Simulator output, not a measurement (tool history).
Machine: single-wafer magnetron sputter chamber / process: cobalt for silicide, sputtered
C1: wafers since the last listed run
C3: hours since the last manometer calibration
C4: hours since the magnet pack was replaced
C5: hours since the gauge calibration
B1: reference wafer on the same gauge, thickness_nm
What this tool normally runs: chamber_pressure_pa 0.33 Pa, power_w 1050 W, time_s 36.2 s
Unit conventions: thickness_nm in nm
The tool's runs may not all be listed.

{"run": 1, "day": 0.0, "chamber_pressure_pa": 0.33, "power_w": 1050, "time_s": 36.2, "C1": 0, "wafers on the sputter target": 5147, "C3": 2382.5, "C4": 8081, "C5": 251, "B1": 15.796, "thickness_nm": 18.772}
{"run": 2, "day": 0.308, "chamber_pressure_pa": 0.33, "power_w": 1050, "time_s": 36.2, "C1": 233, "wafers on the sputter target": 5381, "C3": 2389.9, "C4": 8088.4, "C5": 258.4, "B1": 15.8, "thickness_nm": 18.909}
{"run": 3, "day": 0.721, "chamber_pressure_pa": 0.33, "power_w": 1050, "time_s": 36.2, "C1": 312, "wafers on the sputter target": 5694, "C3": 2399.8, "C4": 8098.3, "C5": 268.3, "B1": 15.809, "thickness_nm": 18.54}
{"run": 4, "day": 1.204, "chamber_pressure_pa": 0.33, "power_w": 1200, "time_s": 36.2, "C1": 366, "wafers on the sputter target": 6060, "C3": 2411.4, "C4": 8109.9, "C5": 279.9, "B1": 15.794, "thickness_nm": 21.312}
{"run": 5, "day": 1.483, "chamber_pressure_pa": 0.33, "power_w": 1050, "time_s": 36.2, "C1": 211, "wafers on the sputter target": 6272, "C3": 2418.1, "C4": 8116.6, "C5": 286.6, "B1": 15.811, "thickness_nm": 18.607}
{"day": 2.912, "done": "sputter target and shields replaced"}
{"run": 6, "day": 2.933, "chamber_pressure_pa": 0.33, "power_w": 1050, "time_s": 36.2, "C1": 846, "wafers on the sputter target": 14, "C3": 2452.9, "C4": 8151.4, "C5": 321.4, "B1": 15.795, "thickness_nm": 18.526}
{"run": 7, "day": 3.233, "chamber_pressure_pa": 0.33, "power_w": 1050, "time_s": 36.2, "C1": 227, "wafers on the sputter target": 242, "C3": 2460.1, "C4": 8158.6, "C5": 328.6, "B1": 15.806, "thickness_nm": 18.711}
{"run": 8, "day": 3.662, "chamber_pressure_pa": 0.33, "power_w": 1050, "time_s": 36.2, "C1": 325, "wafers on the sputter target": 567, "C3": 2470.4, "C4": 8168.9, "C5": 338.9, "B1": 15.818, "thickness_nm": 18.595}
{"run": 9, "day": 4.342, "chamber_pressure_pa": 0.33, "power_w": 1050, "time_s": 36.2, "C1": 515, "wafers on the sputter target": 1082, "C3": 2486.7, "C4": 8185.2, "C5": 355.2, "B1": 15.785, "thickness_nm": 18.475}
{"run": 10, "day": 4.85, "chamber_pressure_pa": 0.33, "power_w": 1050, "time_s": 36.2, "C1": 385, "wafers on the sputter target": 1468, "C3": 2498.9, "C4": 8197.4, "C5": 367.4, "B1": 15.802, "thickness_nm": 18.586}
{"run": 11, "day": 5.258, "chamber_pressure_pa": 0.33, "power_w": 1050, "time_s": 36.2, "C1": 309, "wafers on the sputter target": 1777, "C3": 2508.7, "C4": 8207.2, "C5": 377.2, "B1": 15.819, "thickness_nm": 18.779}
{"run": 12, "day": 5.908, "chamber_pressure_pa": 0.33, "power_w": 1050, "time_s": 36.2, "C1": 492, "wafers on the sputter target": 2270, "C3": 2524.3, "C4": 8222.8, "C5": 392.8, "B1": 15.81, "thickness_nm": 18.681}
{"run": 13, "day": 6.4, "chamber_pressure_pa": 0.33, "power_w": 1050, "time_s": 36.2, "C1": 372, "wafers on the sputter target": 2643, "C3": 2536.1, "C4": 8234.6, "C5": 404.6, "B1": 15.796, "thickness_nm": 18.758}
{"run": 14, "day": 6.942, "chamber_pressure_pa": 0.357, "power_w": 1050, "time_s": 36.2, "C1": 410, "wafers on the sputter target": 3054, "C3": 2549.1, "C4": 8247.6, "C5": 417.6, "B1": 15.81, "thickness_nm": 18.626}
{"day": 7.138, "done": "gauge calibrated"}
{"run": 15, "day": 7.225, "chamber_pressure_pa": 0.357, "power_w": 1050, "time_s": 36.2, "C1": 214, "wafers on the sputter target": 3269, "C3": 2555.9, "C4": 8254.4, "C5": 2.1, "B1": 15.799, "thickness_nm": 18.56}
{"run": 16, "day": 7.583, "chamber_pressure_pa": 0.33, "power_w": 1050, "time_s": 36.2, "C1": 271, "wafers on the sputter target": 3540, "C3": 2564.5, "C4": 8263, "C5": 10.7, "B1": 15.808, "thickness_nm": 18.77}
{"run": 17, "day": 8.079, "chamber_pressure_pa": 0.33, "power_w": 1050, "time_s": 32.4, "C1": 375, "wafers on the sputter target": 3916, "C3": 2576.4, "C4": 8274.9, "C5": 22.6, "B1": 15.803, "thickness_nm": 16.767}
{"run": 18, "day": 8.592, "chamber_pressure_pa": 0.373, "power_w": 1200, "time_s": 36.2, "C1": 388, "wafers on the sputter target": 4305, "C3": 2588.7, "C4": 8287.2, "C5": 34.9, "B1": 15.817, "thickness_nm": 20.956}
{"run": 19, "day": 9.283, "chamber_pressure_pa": 0.268, "power_w": 1300, "time_s": 43.4, "C1": 524, "wafers on the sputter target": 4829, "C3": 2605.3, "C4": 8303.8, "C5": 51.5, "B1": 15.798, "thickness_nm": 27.935}
{"run": 20, "day": 9.567, "chamber_pressure_pa": 0.33, "power_w": 1050, "time_s": 36.2, "C1": 214, "wafers on the sputter target": 5044, "C3": 2612.1, "C4": 8310.6, "C5": 58.3, "B1": 15.807, "thickness_nm": 18.601}
{"day": 10.021, "done": "magnet pack replaced"}
{"run": 21, "day": 10.042, "chamber_pressure_pa": 0.33, "power_w": 1200, "time_s": 41.3, "C1": 107, "wafers on the sputter target": 5152, "C3": 2623.5, "C4": 0.5, "C5": 69.7, "B1": 15.8, "thickness_nm": 24.141}
{"run": 22, "day": 10.354, "chamber_pressure_pa": 0.33, "power_w": 1050, "time_s": 36.2, "C1": 236, "wafers on the sputter target": 5389, "C3": 2631, "C4": 8, "C5": 77.2, "B1": 15.796, "thickness_nm": 18.797}
{"run": 23, "day": 10.612, "chamber_pressure_pa": 0.33, "power_w": 950, "time_s": 39.4, "C1": 195, "wafers on the sputter target": 5585, "C3": 2637.2, "C4": 14.2, "C5": 83.4, "B1": 15.801, "thickness_nm": 18.273}
{"run": 24, "day": 11.296, "chamber_pressure_pa": 0.33, "power_w": 1050, "time_s": 36.2, "C1": 518, "wafers on the sputter target": 6103, "C3": 2653.6, "C4": 30.6, "C5": 99.8, "B1": 15.809, "thickness_nm": 18.561}
{"run": 25, "day": 11.958, "chamber_pressure_pa": 0.33, "power_w": 1050, "time_s": 36.2, "C1": 502, "wafers on the sputter target": 6605, "C3": 2669.5, "C4": 46.5, "C5": 115.7, "B1": 15.808, "thickness_nm": 18.701}
{"day": 12.396, "done": "sputter target and shields replaced"}
{"day": 12.454, "done": "capacitance manometer re-zeroed and calibrated"}
{"run": 26, "day": 12.475, "chamber_pressure_pa": 0.33, "power_w": 1250, "time_s": 33.9, "C1": 94, "wafers on the sputter target": 15, "C3": 0.5, "C4": 58.9, "C5": 128.1, "B1": 15.808, "thickness_nm": 20.615}
{"run": 27, "day": 12.896, "chamber_pressure_pa": 0.33, "power_w": 1050, "time_s": 32.5, "C1": 319, "wafers on the sputter target": 334, "C3": 10.6, "C4": 69, "C5": 138.2, "B1": 15.802, "thickness_nm": 16.935}
{"run": 28, "day": 13.35, "chamber_pressure_pa": 0.33, "power_w": 1050, "time_s": 36.2, "C1": 344, "wafers on the sputter target": 678, "C3": 21.5, "C4": 79.9, "C5": 149.1, "B1": 15.806, "thickness_nm": 18.847}
{"run": 29, "day": 13.775, "chamber_pressure_pa": 0.218, "power_w": 1050, "time_s": 29.6, "C1": 322, "wafers on the sputter target": 1001, "C3": 31.7, "C4": 90.1, "C5": 159.3, "B1": 15.815, "thickness_nm": 15.524}
{"run": 30, "day": 14.358, "chamber_pressure_pa": 0.33, "power_w": 1050, "time_s": 36.2, "C1": 442, "wafers on the sputter target": 1443, "C3": 45.7, "C4": 104.1, "C5": 173.3, "B1": 15.802, "thickness_nm": 18.637}
{"run": 31, "day": 14.75, "chamber_pressure_pa": 0.33, "power_w": 1050, "time_s": 41.7, "C1": 296, "wafers on the sputter target": 1740, "C3": 55.1, "C4": 113.5, "C5": 182.7, "B1": 15.811, "thickness_nm": 21.517}
{"run": 32, "day": 15.158, "chamber_pressure_pa": 0.207, "power_w": 900, "time_s": 36.2, "C1": 309, "wafers on the sputter target": 2050, "C3": 64.9, "C4": 123.3, "C5": 192.5, "B1": 15.784, "thickness_nm": 16.579}
{"run": 33, "day": 15.608, "chamber_pressure_pa": 0.241, "power_w": 1050, "time_s": 36.2, "C1": 341, "wafers on the sputter target": 2391, "C3": 75.7, "C4": 134.1, "C5": 203.3, "B1": 15.808, "thickness_nm": 19.107}
{"run": 34, "day": 16.238, "chamber_pressure_pa": 0.33, "power_w": 1300, "time_s": 31, "C1": 477, "wafers on the sputter target": 2868, "C3": 90.8, "C4": 149.2, "C5": 218.4, "B1": 15.805, "thickness_nm": 19.752}

5 options for the next run, each taken on its own from the tool as it stands now. Forecast them:
{"run": "A", "day": 16.254, "chamber_pressure_pa": 0.33, "power_w": 1050, "time_s": 36.2, "C1": 12, "wafers on the sputter target": 2881, "C3": 91.2, "C4": 149.6, "C5": 218.8, "B1": "?", "thickness_nm": "?"}
{"run": "B", "day": 16.254, "chamber_pressure_pa": 0.33, "power_w": 950, "time_s": 40.3, "C1": 12, "wafers on the sputter target": 2881, "C3": 91.2, "C4": 149.6, "C5": 218.8, "B1": "?", "thickness_nm": "?"}
{"run": "C", "day": 16.254, "chamber_pressure_pa": 0.438, "power_w": 950, "time_s": 34.1, "C1": 12, "wafers on the sputter target": 2881, "C3": 91.2, "C4": 149.6, "C5": 218.8, "B1": "?", "thickness_nm": "?"}
{"run": "D", "day": 16.254, "chamber_pressure_pa": 0.287, "power_w": 900, "time_s": 38.6, "C1": 12, "wafers on the sputter target": 2881, "C3": 91.2, "C4": 149.6, "C5": 218.8, "B1": "?", "thickness_nm": "?"}
{"run": "E", "day": 16.254, "chamber_pressure_pa": 0.292, "power_w": 1050, "time_s": 39.2, "C1": 12, "wafers on the sputter target": 2881, "C3": 91.2, "C4": 149.6, "C5": 218.8, "B1": "?", "thickness_nm": "?"}

run=A B1=15.802 thickness_nm=18.78
run=B B1=15.802 thickness_nm=18.981
run=C B1=15.802 thickness_nm=15.724
run=D B1=15.802 thickness_nm=17.405
run=E B1=15.802 thickness_nm=20.49
Had the tool no hidden state, the same runs would have come out as:
run=A thickness_nm=18.78
run=B thickness_nm=18.981
run=C thickness_nm=15.724
run=D thickness_nm=17.405
run=E thickness_nm=20.49

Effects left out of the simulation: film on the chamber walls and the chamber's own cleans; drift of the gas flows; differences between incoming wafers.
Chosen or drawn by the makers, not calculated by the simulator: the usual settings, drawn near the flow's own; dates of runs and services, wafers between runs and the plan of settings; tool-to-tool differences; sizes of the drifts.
